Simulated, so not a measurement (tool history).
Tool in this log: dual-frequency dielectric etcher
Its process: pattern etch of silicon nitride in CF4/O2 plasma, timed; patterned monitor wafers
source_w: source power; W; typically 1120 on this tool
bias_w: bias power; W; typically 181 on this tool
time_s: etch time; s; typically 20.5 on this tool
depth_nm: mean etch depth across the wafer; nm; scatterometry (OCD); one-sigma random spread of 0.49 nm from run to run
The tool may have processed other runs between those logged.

run	day	source_w	bias_w	time_s	read-back reference wafer on the same gauge, depth_nm	depth_nm
1	0	1120	181	20.5	81.8	77.2
2	0.529	1120	181	20.5	82	78.6
3	1.162	1120	181	20.5	82	78.1
4	1.512	1120	181	20.5	82	77
5	1.988	900	181	20.5	82	66.2
6	2.583	1120	181	20.5	81.9	77.8
7	3.212	1290	158	24	81.9	98.4
8	3.879	850	181	20.5	81.9	63.7
9	4.375	1120	161	20.5	82.2	75.2
10	4.888	930	136	23	82	69.7
11	5.392	1330	181	20.5	82.2	90.6
12	5.879	1120	181	20.5	81.9	78.5
13	7.925	1120	225	20.5	82	81
14	9.05	1120	181	20.5	82	74.6
15	9.1	1120	181	20.5	81.9	74.9
16	9.425	1120	181	23	81.8	85
17	10.075	1340	198	18.5	82	80.9
18	10.621	1360	167	25	82	104.6
19	11.054	990	150	24	81.7	75.2
20	11.588	1120	181	20.5	81.9	75.2
21	12.146	1120	181	20.5	82.2	74.5
22	12.425	1290	181	26	82	107.4
23	12.925	1120	181	18.5	82.3	67.9
24	13.533	1040	203	20.5	82.2	73.8
25	14.225	860	202	23	82.1	71.6
26	14.575	1120	181	20.5	82.2	76
27	14.896	1230	201	26	82	107.8
28	16.546	940	168	20.5	81.9	65.1
29	16.896	1120	181	23.5	82	88.4
30	17.6	920	158	20.5	82.2	62.7

Removed from this log: 5 entries logged between the listed runs. Between which two listed runs does each belong, and how does the tool's hidden state at the listed run before it compare with that at the listed run after it?
Runs 10 to 11: source power generator calibrated (day 5.371)
  etch rate over this chamber's usual, %: 5.45 -> 5.57
  the result without the hidden state subtracted from the measured one, depth_nm: +3.6 -> +4.8 nm
Runs 12 to 13: wet clean of the chamber (day 7.742)
  etch rate over this chamber's usual, %: 5.69 -> 0.215
  the result without the hidden state subtracted from the measured one, depth_nm: +4.2 -> +0.1 nm
Runs 13 to 14: upper electrode replaced (day 9.029)
  etch rate over this chamber's usual, %: 0.215 -> 0.489
  the result without the hidden state subtracted from the measured one, depth_nm: +0.1 -> +0.3 nm
Runs 17 to 18: gauge calibrated (day 10.621)
  etch rate over this chamber's usual, %: 0.738 -> 0.871
  the result without the hidden state subtracted from the measured one, depth_nm: +0.6 -> +0.9 nm
Runs 19 to 20: bias power generator calibrated (day 11.308)
  etch rate over this chamber's usual, %: 0.976 -> 1.11
  the result without the hidden state subtracted from the measured one, depth_nm: +0.7 -> +0.8 nm

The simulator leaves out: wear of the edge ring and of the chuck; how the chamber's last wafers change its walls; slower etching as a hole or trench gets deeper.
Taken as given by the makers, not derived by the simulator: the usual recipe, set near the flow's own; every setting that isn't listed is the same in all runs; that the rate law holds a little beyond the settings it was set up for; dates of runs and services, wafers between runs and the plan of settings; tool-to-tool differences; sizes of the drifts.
